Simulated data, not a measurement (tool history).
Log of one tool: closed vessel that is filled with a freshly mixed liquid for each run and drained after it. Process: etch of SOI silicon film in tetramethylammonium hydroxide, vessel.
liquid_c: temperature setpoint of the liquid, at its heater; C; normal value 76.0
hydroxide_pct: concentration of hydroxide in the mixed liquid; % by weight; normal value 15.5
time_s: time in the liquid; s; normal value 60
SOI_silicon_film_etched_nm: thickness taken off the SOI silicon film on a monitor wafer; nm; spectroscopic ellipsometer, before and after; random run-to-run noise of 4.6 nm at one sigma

| run | day | liquid_c | hydroxide_pct | time_s | read-back film thickness of the SOI silicon film reference wafer, read on the same gauge (nm) | SOI_silicon_film_etched_nm |
|---|---|---|---|---|---|---|
| 1 | 0.000 | 71.5 | 15.5 | 85 | 150.00 | 560.13 |
| 2 | 3.233 | 76.0 | 15.5 | 60 | 150.01 | 506.62 |
|  | 3.900 | hydroxide flow meter replaced |
| 3 | 6.817 | 76.0 | 15.5 | 60 | 150.01 | 525.13 |
| 4 | 8.662 | 76.0 | 15.5 | 60 | 149.99 | 517.24 |
| 5 | 10.975 | 76.0 | 15.5 | 60 | 150.02 | 520.06 |
| 6 | 13.075 | 76.0 | 15.5 | 60 | 150.00 | 522.86 |
|  | 13.846 | thermometer replaced |
| 7 | 14.862 | 76.0 | 15.5 | 60 | 150.01 | 529.98 |
| 8 | 20.967 | 76.0 | 15.5 | 60 | 150.01 | 515.08 |
| 9 | 23.283 | 76.0 | 15.5 | 60 | 150.01 | 529.59 |
|  | 25.442 | hydroxide flow meter replaced, repeated, since the last time left the tool worse |
|  | 25.558 | gauge calibrated |
| 10 | 27.479 | 74.5 | 15.5 | 60 | 150.00 | 444.45 |
| 11 | 29.138 | 76.0 | 15.5 | 60 | 149.99 | 483.02 |
| 12 | 30.921 | 81.0 | 13.5 | 60 | 150.00 | 690.80 |
| 13 | 33.050 | 78.0 | 15.5 | 70 | 149.99 | 635.84 |
| 14 | 36.925 | 69.0 | 15.5 | 70 | 150.00 | 378.17 |
| 15 | 38.475 | 80.5 | 17.5 | 60 | 149.99 | 588.54 |
| 16 | 42.571 | 82.5 | 11.5 | 30 | 150.01 | 403.21 |
| 17 | 45.292 | 71.0 | 18.0 | 60 | 150.02 | 354.43 |
| 18 | 47.879 | 80.5 | 13.5 | 90 | 150.00 | 1016.11 |
| 19 | 52.379 | 76.0 | 15.5 | 60 | 150.00 | 488.43 |
| 20 | 56.729 | 69.5 | 13.5 | 45 | 149.99 | 268.95 |
| 21 | 58.571 | 68.5 | 15.5 | 35 | 150.00 | 182.81 |
| 22 | 62.404 | 76.0 | 15.5 | 60 | 150.00 | 493.63 |
| 23 | 64.300 | 76.0 | 15.5 | 60 | 150.02 | 491.81 |
| 24 | 68.050 | 76.0 | 15.5 | 60 | 149.99 | 489.15 |
| 25 | 71.579 | 79.5 | 15.5 | 50 | 150.01 | 492.96 |
| 26 | 73.908 | 74.0 | 17.0 | 75 | 150.02 | 523.91 |
| 27 | 77.742 | 76.0 | 17.5 | 45 | 149.98 | 356.92 |
| 28 | 81.629 | 83.5 | 19.0 | 60 | 149.99 | 687.14 |
| 29 | 84.362 | 76.0 | 12.0 | 60 | 150.01 | 558.57 |
| 30 | 88.679 | 70.5 | 13.0 | 60 | 150.02 | 394.47 |
| 31 | 93.129 | 76.0 | 13.5 | 45 | 149.99 | 402.86 |
| 32 | 97.388 | 80.5 | 15.5 | 60 | 149.98 | 636.91 |
| 33 | 99.429 | 69.5 | 15.5 | 60 | 149.98 | 349.17 |
|  | 100.500 | thermometer replaced |
| 34 | 103.500 | 76.0 | 17.5 | 60 | 150.01 | 472.84 |

Give the tool's hidden conditions for every run:
liquid colder than its thermometer reads (K): 0 across all the runs
gauge reads high (%): 0 across all the runs
H1: hydroxide flow below the setpoint (%)
| run | H1 |
|---|---|
| 1 | 8.2 |
| 2 | 8.45 |
| 3 | 14.2 |
| 4 | 14.3 |
| 5 | 14.5 |
| 6 | 14.7 |
| 7 | 14.8 |
| 8 | 15.3 |
| 9 | 15.5 |
| 10 | 0.394 |
| 11 | 0.525 |
| 12 | 0.666 |
| 13 | 0.834 |
| 14 | 1.14 |
| 15 | 1.26 |
| 16 | 1.59 |
| 17 | 1.8 |
| 18 | 2 |
| 19 | 2.36 |
| 20 | 2.7 |
| 21 | 2.85 |
| 22 | 3.15 |
| 23 | 3.3 |
| 24 | 3.6 |
| 25 | 3.87 |
| 26 | 4.06 |
| 27 | 4.36 |
| 28 | 4.67 |
| 29 | 4.88 |
| 30 | 5.22 |
| 31 | 5.58 |
| 32 | 5.91 |
| 33 | 6.07 |
| 34 | 6.39 |
